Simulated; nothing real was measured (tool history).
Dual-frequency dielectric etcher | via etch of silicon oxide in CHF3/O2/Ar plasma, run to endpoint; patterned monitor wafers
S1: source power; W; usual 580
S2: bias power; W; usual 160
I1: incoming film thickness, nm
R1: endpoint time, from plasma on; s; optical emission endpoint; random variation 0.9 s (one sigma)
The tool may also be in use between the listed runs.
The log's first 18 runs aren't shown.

run,hour,S1,S2,I1,R1
19,797.8,540,184,602.2,276.2
20,869.0,620,120,601.3,332.1
21,912.0,640,193,599.7,252.3
22,980.0,580,160,601.2,287.5
# hour 1019.0: source power generator calibrated
# hour 1065.5: wet clean of the chamber
23,1124.4,710,193,597.5,252.3
24,1160.7,630,123,599.4,330.8
25,1203.8,480,179,597.2,290.4
26,1248.0,630,150,601.2,296.0
27,1277.5,450,145,600.7,329.7
28,1305.2,580,160,603.1,293.2

The next listed run, before its measurement:
29,1360.6,580,197,602.1,?

Run 29 gave R1 262.6 s.
Without the tool's hidden state the same run would have given R1 269.2 s.

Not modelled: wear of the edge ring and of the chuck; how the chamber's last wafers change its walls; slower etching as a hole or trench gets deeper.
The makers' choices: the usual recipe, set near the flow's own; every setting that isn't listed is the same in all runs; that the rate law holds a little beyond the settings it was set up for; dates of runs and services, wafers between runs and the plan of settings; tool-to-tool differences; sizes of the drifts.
